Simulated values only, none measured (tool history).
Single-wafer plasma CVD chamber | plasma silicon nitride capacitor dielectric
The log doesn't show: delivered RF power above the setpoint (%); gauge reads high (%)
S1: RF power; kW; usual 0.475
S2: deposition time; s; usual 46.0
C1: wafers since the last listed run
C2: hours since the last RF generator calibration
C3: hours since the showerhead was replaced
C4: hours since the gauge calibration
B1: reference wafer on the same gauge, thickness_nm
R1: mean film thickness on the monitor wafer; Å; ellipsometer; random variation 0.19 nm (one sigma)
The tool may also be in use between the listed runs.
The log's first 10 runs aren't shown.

run     day     S1    S2    C1     C2      C3      C4      B1      R1
 11  10.279  0.475  46.0   866  429.3  8591.3   676.7  69.087  673.31
 12  10.933  0.475  48.1   494  445.0  8607.0   692.4  69.109  700.19
 13  11.917  0.475  48.1   743  468.6  8630.6   716.0  69.155  703.60
 14  12.900  0.445  46.0   743  492.2  8654.2   739.6  69.047  651.84
 15  14.096  0.445  46.0   904  520.9  8682.9   768.3  69.050  653.34
 16  14.650  0.445  46.0   419  534.2  8696.2   781.6  69.095  651.09
 17  15.167  0.475  43.7   390  546.6  8708.6   794.0  69.190  637.42
 18  19.471  0.475  46.0  3254  649.9  8811.9   897.3  69.164  666.51
 19  20.671  0.500  49.7   907  678.7  8840.7   926.1  69.026  737.02
     21.346  -- showerhead replaced
 20  21.738  0.500  49.7   554  704.3     9.4   951.7  69.120  737.04
 21  22.967  0.400  52.0   929  733.8    38.9   981.2  69.063  702.90
 22  24.325  0.475  46.0  1027  766.4    71.5  1013.8  69.115  666.97
 23  24.912  0.475  46.0   444  780.5    85.6  1027.9  69.098  670.17
 24  25.817  0.510  39.6   683  802.2   107.3  1049.6  69.068  592.64
 25  26.412  0.520  46.0   450  816.5   121.6  1063.9  69.030  694.20
 26  27.625  0.475  46.0   916  845.6   150.7  1093.0  69.111  672.92
     27.696  -- gauge calibrated
 27  28.204  0.505  42.0   437  859.5   164.6    12.2  69.129  624.23
 28  29.083  0.380  53.2   664  880.6   185.7    33.3  69.164  702.51
     30.012  -- RF generator calibrated
 29  30.033  0.475  53.0   466    0.5   208.5    56.1  69.129  783.04
 30  30.892  0.410  41.6   649   21.1   229.1    76.7  69.020  571.39
 31  32.125  0.400  38.5   932   50.7   258.7   106.3  69.063  525.11
 32  32.962  0.435  46.0   633   70.8   278.8   126.4  69.186  648.98
 33  34.029  0.525  46.0   806   96.4   304.4   152.0  69.108  702.52
 34  36.996  0.565  46.0  2243  167.6   375.6   223.2  69.109  724.41
 35  37.633  0.535  42.1   482  182.9   390.9   238.5  69.132  648.99

5 ways to go on from here, each from the tool as it stands after run 35. What would each give?
  A  37.650  0.475  46.0  12  183.3  391.3  238.9   ?   ?
  B  37.650  0.420  46.0  12  183.3  391.3  238.9   ?   ?
  C  37.650  0.380  54.7  12  183.3  391.3  238.9   ?   ?
  D  37.650  0.565  48.6  12  183.3  391.3  238.9   ?   ?
  E  37.650  0.535  39.7  12  183.3  391.3  238.9   ?   ?

run      B1      R1
  A  69.065  669.73
  B  69.065  634.93
  C  69.065  721.22
  D  69.065  759.57
  E  69.065  607.08
Without the tool's hidden state the same runs would have given:
run      R1
  A  673.77
  B  638.76
  C  725.58
  D  764.16
  E  610.74
